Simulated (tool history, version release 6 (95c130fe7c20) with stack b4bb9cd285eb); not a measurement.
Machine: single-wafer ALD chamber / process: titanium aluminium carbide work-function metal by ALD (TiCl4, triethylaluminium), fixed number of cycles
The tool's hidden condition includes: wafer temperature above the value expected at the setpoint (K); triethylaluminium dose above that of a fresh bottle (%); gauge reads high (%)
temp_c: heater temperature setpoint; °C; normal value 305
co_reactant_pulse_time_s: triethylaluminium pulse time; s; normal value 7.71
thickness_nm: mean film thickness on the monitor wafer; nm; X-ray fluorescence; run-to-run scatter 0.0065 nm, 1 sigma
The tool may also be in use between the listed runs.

run	hour	temp_c	co_reactant_pulse_time_s	wafers since the last listed run	hours since the last thermocouple change	hours since the last triethylaluminium bottle change	hours since the showerhead was replaced	hours since the gauge calibration	read-back reference wafer on the same gauge, thickness_nm	thickness_nm
1	0	305	7.71	0	1815.2	567	2237.2	263.7	1.771	1.894
2	38.4	305	7.71	572	1853.6	605.4	2275.6	302.1	1.769	1.881
3	103.7	305	7.71	974	1918.9	670.7	2340.9	367.4	1.769	1.88
4	183.4	305	7.71	1189	1998.6	750.4	2420.6	447.1	1.769	1.882
5	270.3	305	7.71	1296	2085.5	837.3	2507.5	534	1.767	1.877
6	333.4	305	7.71	941	2148.6	900.4	2570.6	597.1	1.772	1.878
7	426.8	310	7.71	1393	2242	993.8	2664	690.5	1.768	1.918
# hour 450.5: triethylaluminium bottle replaced
8	527.7	305	7.71	1386	2342.9	77.2	2764.9	791.4	1.771	1.95
9	621.7	305	7.71	1402	2436.9	171.2	2858.9	885.4	1.772	1.931
10	679.9	296	9.37	868	2495.1	229.4	2917.1	943.6	1.771	1.943
# hour 735.2: thermocouple changed; heater temperature recalibrated
11	771.2	296	9.37	1242	36	320.7	3008.4	1034.9	1.77	1.884
12	824.1	296	9.37	789	88.9	373.6	3061.3	1087.8	1.768	1.884
13	905.7	317	9.56	1217	170.5	455.2	3142.9	1169.4	1.769	2.042
14	1005.2	311	6.65	1484	270	554.7	3242.4	1268.9	1.769	1.806
15	1095.8	297	7.71	1351	360.6	645.3	3333	1359.5	1.771	1.797
16	1132.5	292	9.39	547	397.3	682	3369.7	1396.2	1.772	1.841
17	1215.7	310	10.58	1241	480.5	765.2	3452.9	1479.4	1.771	2.017
18	1252.6	313	7.71	550	517.4	802.1	3489.8	1516.3	1.772	1.914
19	1294.9	311	6.65	631	559.7	844.4	3532.1	1558.6	1.77	1.797
20	1368.7	319	7.71	1101	633.5	918.2	3605.9	1632.4	1.769	1.947
21	1428	314	10.33	884	692.8	977.5	3665.2	1691.7	1.769	2.044
# hour 1463: triethylaluminium bottle replaced
# hour 1471.4: showerhead replaced
22	1529.5	305	7.71	1275	794.3	66.5	58.1	1793.2	1.772	1.907
# hour 1538.5: gauge calibrated
23	1805.2	305	7.71	4113	1070	342.2	333.8	266.7	1.769	1.855
24	1909	311	6.03	1548	1173.8	446	437.6	370.5	1.772	1.734
25	1992.5	305	10.44	1245	1257.3	529.5	521.1	454	1.769	1.993

Hidden state, per run?
gauge reads high (%): 0, the same for each run
H1: wafer temperature above the value expected at the setpoint (K)
H2: triethylaluminium dose above that of a fresh bottle (%)
run	H1	H2
1	3.55	-12.2
2	3.66	-12.5
3	3.86	-12.9
4	4.11	-13.4
5	4.4	-13.7
6	4.61	-14
7	4.94	-14.2
8	5.32	-3.91
9	5.68	-6.7
10	5.91	-8.08
11	-0.232	-9.83
12	-0.227	-10.7
13	-0.21	-11.7
14	-0.174	-12.7
15	-0.128	-13.4
16	-0.106	-13.6
17	-0.0471	-14
18	-0.0175	-14.2
19	0.0192	-14.4
20	0.0901	-14.6
21	0.153	-14.8
22	0.275	-5.08
23	0.689	-11.7
24	0.876	-13.1
25	1.04	-14
